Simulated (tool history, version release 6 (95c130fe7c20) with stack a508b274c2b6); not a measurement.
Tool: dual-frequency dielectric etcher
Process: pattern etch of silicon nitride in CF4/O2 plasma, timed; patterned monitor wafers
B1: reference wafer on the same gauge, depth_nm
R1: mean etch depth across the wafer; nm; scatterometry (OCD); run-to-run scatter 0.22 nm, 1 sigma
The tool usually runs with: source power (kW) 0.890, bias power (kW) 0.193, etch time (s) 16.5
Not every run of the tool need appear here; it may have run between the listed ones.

run 1 day=0.000 | source_power_(kW)=0.890 bias_power_(kW)=0.164 etch_time_(s)=20.0 | B1=52.9 | R1=63.9
-- day=1.175 wet clean of the chamber
run 2 day=1.471 | source_power_(kW)=0.780 bias_power_(kW)=0.193 etch_time_(s)=15.5 | B1=52.8 | R1=46.2
run 3 day=3.646 | source_power_(kW)=0.780 bias_power_(kW)=0.193 etch_time_(s)=15.5 | B1=52.9 | R1=46.6
run 4 day=6.350 | source_power_(kW)=0.780 bias_power_(kW)=0.193 etch_time_(s)=15.5 | B1=52.8 | R1=46.3
run 5 day=7.367 | source_power_(kW)=0.890 bias_power_(kW)=0.193 etch_time_(s)=16.5 | B1=52.8 | R1=57.0
-- day=8.208 bias power generator calibrated
run 6 day=9.704 | source_power_(kW)=0.890 bias_power_(kW)=0.193 etch_time_(s)=16.5 | B1=52.7 | R1=57.6
run 7 day=11.004 | source_power_(kW)=0.890 bias_power_(kW)=0.193 etch_time_(s)=16.5 | B1=52.8 | R1=57.4
run 8 day=12.121 | source_power_(kW)=0.890 bias_power_(kW)=0.193 etch_time_(s)=12.5 | B1=52.8 | R1=43.5
run 9 day=13.721 | source_power_(kW)=0.890 bias_power_(kW)=0.193 etch_time_(s)=12.5 | B1=52.8 | R1=43.7
run 10 day=15.200 | source_power_(kW)=1.020 bias_power_(kW)=0.193 etch_time_(s)=16.5 | B1=52.8 | R1=66.6
run 11 day=16.404 | source_power_(kW)=0.890 bias_power_(kW)=0.193 etch_time_(s)=16.5 | B1=52.8 | R1=57.6
-- day=18.162 wet clean of the chamber, repeated, since the last time left the tool worse
run 12 day=18.362 | source_power_(kW)=0.970 bias_power_(kW)=0.212 etch_time_(s)=16.5 | B1=52.8 | R1=61.0
run 13 day=19.538 | source_power_(kW)=0.890 bias_power_(kW)=0.193 etch_time_(s)=16.5 | B1=52.8 | R1=54.2
-- day=22.179 gauge calibrated
run 14 day=22.179 | source_power_(kW)=0.890 bias_power_(kW)=0.193 etch_time_(s)=16.5 | B1=52.7 | R1=54.2
run 15 day=24.550 | source_power_(kW)=0.890 bias_power_(kW)=0.216 etch_time_(s)=19.0 | B1=52.8 | R1=65.1
run 16 day=25.767 | source_power_(kW)=0.890 bias_power_(kW)=0.212 etch_time_(s)=16.5 | B1=52.8 | R1=56.2
-- day=26.167 source power generator calibrated
run 17 day=26.883 | source_power_(kW)=0.950 bias_power_(kW)=0.217 etch_time_(s)=18.0 | B1=52.7 | R1=66.2
run 18 day=28.754 | source_power_(kW)=0.890 bias_power_(kW)=0.193 etch_time_(s)=16.5 | B1=52.7 | R1=54.7
-- day=29.817 upper electrode replaced
run 19 day=30.379 | source_power_(kW)=1.070 bias_power_(kW)=0.237 etch_time_(s)=16.5 | B1=52.7 | R1=70.8
run 20 day=31.696 | source_power_(kW)=0.890 bias_power_(kW)=0.193 etch_time_(s)=16.5 | B1=52.7 | R1=55.0
run 21 day=34.692 | source_power_(kW)=0.890 bias_power_(kW)=0.152 etch_time_(s)=12.5 | B1=52.8 | R1=39.2
run 22 day=37.108 | source_power_(kW)=0.890 bias_power_(kW)=0.193 etch_time_(s)=16.5 | B1=52.8 | R1=55.0
run 23 day=39.142 | source_power_(kW)=0.670 bias_power_(kW)=0.149 etch_time_(s)=21.0 | B1=52.8 | R1=48.4
-- day=41.217 wet clean of the chamber
run 24 day=41.238 | source_power_(kW)=0.890 bias_power_(kW)=0.193 etch_time_(s)=16.5 | B1=52.9 | R1=54.1
run 25 day=43.583 | source_power_(kW)=0.890 bias_power_(kW)=0.193 etch_time_(s)=12.0 | B1=52.8 | R1=39.3
run 26 day=45.662 | source_power_(kW)=1.030 bias_power_(kW)=0.223 etch_time_(s)=12.5 | B1=52.8 | R1=50.1
run 27 day=48.533 | source_power_(kW)=0.790 bias_power_(kW)=0.165 etch_time_(s)=11.5 | B1=52.8 | R1=32.1
run 28 day=50.946 | source_power_(kW)=0.890 bias_power_(kW)=0.176 etch_time_(s)=18.0 | B1=52.7 | R1=57.8
run 29 day=53.446 | source_power_(kW)=0.730 bias_power_(kW)=0.166 etch_time_(s)=19.5 | B1=52.7 | R1=49.6
run 30 day=54.500 | source_power_(kW)=0.890 bias_power_(kW)=0.229 etch_time_(s)=16.5 | B1=52.8 | R1=57.7

Per-run results on a tool with no hidden state, each run keeping its own random variation:
Hidden state present: etch rate over this chamber's usual, %; source power that arrives over what is set, %; bias power that arrives over what is set, %; gauge reads high (%).
run=1 R1=62.3
run=2 R1=44.0
run=3 R1=44.3
run=4 R1=43.8
run=5 R1=53.9
run=6 R1=54.3
run=7 R1=54.1
run=8 R1=40.9
run=9 R1=41.1
run=10 R1=62.5
run=11 R1=54.0
run=12 R1=60.9
run=13 R1=54.0
run=14 R1=53.9
run=15 R1=64.6
run=16 R1=55.6
run=17 R1=65.5
run=18 R1=54.0
run=19 R1=69.8
run=20 R1=54.1
run=21 R1=38.4
run=22 R1=53.8
run=23 R1=47.2
run=24 R1=54.1
run=25 R1=39.2
run=26 R1=49.9
run=27 R1=31.8
run=28 R1=57.2
run=29 R1=49.0
run=30 R1=56.8
